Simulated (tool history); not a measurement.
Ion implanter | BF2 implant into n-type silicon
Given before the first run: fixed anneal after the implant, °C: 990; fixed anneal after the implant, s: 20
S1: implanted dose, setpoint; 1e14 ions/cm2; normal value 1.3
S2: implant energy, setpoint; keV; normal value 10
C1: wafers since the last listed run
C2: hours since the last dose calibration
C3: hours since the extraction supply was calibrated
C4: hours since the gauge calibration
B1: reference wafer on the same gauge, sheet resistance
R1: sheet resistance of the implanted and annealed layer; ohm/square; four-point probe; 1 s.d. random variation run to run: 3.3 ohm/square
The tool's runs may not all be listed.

run,hour,S1,S2,C1,C2,C3,C4,B1,R1
1,0,1.3,10,0,950.8,2809.8,224.1,760.45,718.65
2,42.3,1.3,10,654,993.1,2852.1,266.4,761.66,721.49
3,86.5,1.3,10,684,1037.3,2896.3,310.6,761.2,712.04
4,126.5,1.3,10,619,1077.3,2936.3,350.6,762.18,715.07
5,165,1.52,10,596,1115.8,2974.8,389.1,760.94,622.17
6,202.9,1.52,10,586,1153.7,3012.7,427,762.28,623.62
7,227.2,1.52,10,376,1178,3037,451.3,760.67,624.69
8,281.5,1.3,10,840,1232.3,3091.3,505.6,761.68,712.13
9,326.7,1.3,12.5,699,1277.5,3136.5,550.8,758.92,692.62
# hour 374.6: extraction supply calibrated
10,379.3,1.3,10,690,1330.1,4.7,603.4,760.15,706.81
11,419.9,1.51,7.5,628,1370.7,45.3,644,761.02,652.6
12,461.9,1.18,9,650,1412.7,87.3,686,760.62,775.2
13,503.5,0.93,8,644,1454.3,128.9,727.6,762.12,948.38
14,551,1.18,9,735,1501.8,176.4,775.1,760.92,761.31
# hour 564.3: Faraday cup replaced and dose calibrated
# hour 607.6: gauge calibrated
15,719,1.59,10,2476,154.7,344.4,111.4,761.77,612.61

What will run 16 give?
16,784.8,1.3,8,1018,220.5,410.2,177.2,?,?

B1: 760.9
R1: 742.41 ohm/square
With the hidden condition absent and the run-to-run variation left alone, this run would have shown R1 745.72 ohm/square.
